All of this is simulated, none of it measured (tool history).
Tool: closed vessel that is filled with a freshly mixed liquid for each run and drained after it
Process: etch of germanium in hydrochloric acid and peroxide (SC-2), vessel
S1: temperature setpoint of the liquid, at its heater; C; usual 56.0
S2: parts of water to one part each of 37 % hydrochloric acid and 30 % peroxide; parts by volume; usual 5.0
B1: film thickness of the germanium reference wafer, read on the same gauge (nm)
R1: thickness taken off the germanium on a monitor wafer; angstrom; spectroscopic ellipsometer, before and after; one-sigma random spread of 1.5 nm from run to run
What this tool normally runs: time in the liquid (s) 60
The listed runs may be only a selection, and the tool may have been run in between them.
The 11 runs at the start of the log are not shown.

{"run": 12, "hour": 282.5, "S1": 56.0, "S2": 5.0, "time in the liquid (s)": 85, "B1": 29.98, "R1": 3556.0}
{"run": 13, "hour": 311.0, "S1": 56.0, "S2": 5.0, "time in the liquid (s)": 60, "B1": 30.01, "R1": 2470.8}
{"run": 14, "hour": 328.7, "S1": 65.5, "S2": 6.0, "time in the liquid (s)": 35, "B1": 30.04, "R1": 1897.3}
{"run": 15, "hour": 344.0, "S1": 51.5, "S2": 5.0, "time in the liquid (s)": 60, "B1": 30.04, "R1": 2164.9}
{"hour": 352.3, "done": "new drum of peroxide connected"}
{"run": 16, "hour": 369.9, "S1": 56.0, "S2": 5.0, "time in the liquid (s)": 60, "B1": 30.03, "R1": 2507.3}
{"run": 17, "hour": 383.9, "S1": 56.0, "S2": 6.0, "time in the liquid (s)": 70, "B1": 29.98, "R1": 2881.2}
{"hour": 403.7, "done": "chemicals flow meter replaced"}
{"run": 18, "hour": 409.2, "S1": 63.5, "S2": 6.5, "time in the liquid (s)": 85, "B1": 30.0, "R1": 4397.7}
{"run": 19, "hour": 436.8, "S1": 56.0, "S2": 4.0, "time in the liquid (s)": 30, "B1": 29.99, "R1": 1262.8}
{"hour": 439.4, "done": "thermometer replaced"}
{"run": 20, "hour": 454.7, "S1": 48.0, "S2": 5.0, "time in the liquid (s)": 60, "B1": 30.04, "R1": 1792.5}
{"run": 21, "hour": 468.7, "S1": 56.0, "S2": 5.0, "time in the liquid (s)": 40, "B1": 30.02, "R1": 1553.1}
{"run": 22, "hour": 481.4, "S1": 56.0, "S2": 5.0, "time in the liquid (s)": 60, "B1": 30.07, "R1": 2315.2}
{"run": 23, "hour": 503.8, "S1": 62.5, "S2": 5.0, "time in the liquid (s)": 60, "B1": 29.96, "R1": 2814.2}
{"run": 24, "hour": 533.7, "S1": 56.0, "S2": 5.0, "time in the liquid (s)": 60, "B1": 30.0, "R1": 2289.5}
{"run": 25, "hour": 553.2, "S1": 48.5, "S2": 4.0, "time in the liquid (s)": 80, "B1": 30.04, "R1": 2442.8}
{"run": 26, "hour": 566.9, "S1": 56.0, "S2": 5.0, "time in the liquid (s)": 75, "B1": 29.97, "R1": 2850.7}
{"run": 27, "hour": 581.6, "S1": 56.0, "S2": 5.0, "time in the liquid (s)": 60, "B1": 29.96, "R1": 2280.8}
{"run": 28, "hour": 603.1, "S1": 56.0, "S2": 7.5, "time in the liquid (s)": 60, "B1": 30.01, "R1": 2262.7}
{"run": 29, "hour": 631.9, "S1": 63.0, "S2": 5.0, "time in the liquid (s)": 80, "B1": 29.98, "R1": 3796.9}
{"run": 30, "hour": 645.3, "S1": 56.0, "S2": 5.0, "time in the liquid (s)": 60, "B1": 30.0, "R1": 2291.9}

Alternative continuations, all from the tool just after run 30; predict every row:
{"run": "A", "hour": 646.0, "S1": 56.0, "S2": 5.0, "time in the liquid (s)": 60, "B1": "?", "R1": "?"}
{"run": "B", "hour": 646.0, "S1": 56.0, "S2": 6.0, "time in the liquid (s)": 60, "B1": "?", "R1": "?"}
{"run": "C", "hour": 646.0, "S1": 56.0, "S2": 4.0, "time in the liquid (s)": 80, "B1": "?", "R1": "?"}
{"run": "D", "hour": 646.0, "S1": 61.5, "S2": 5.0, "time in the liquid (s)": 35, "B1": "?", "R1": "?"}

run=A B1=30.03 R1=2318.6
run=B B1=30.03 R1=2303.0
run=C B1=30.03 R1=3105.5
run=D B1=30.03 R1=1598.2
Take away the tool's hidden state, keep each run's random variation, and the runs would have read:
run=A R1=2295.8
run=B R1=2280.5
run=C R1=3074.8
run=D R1=1583.0
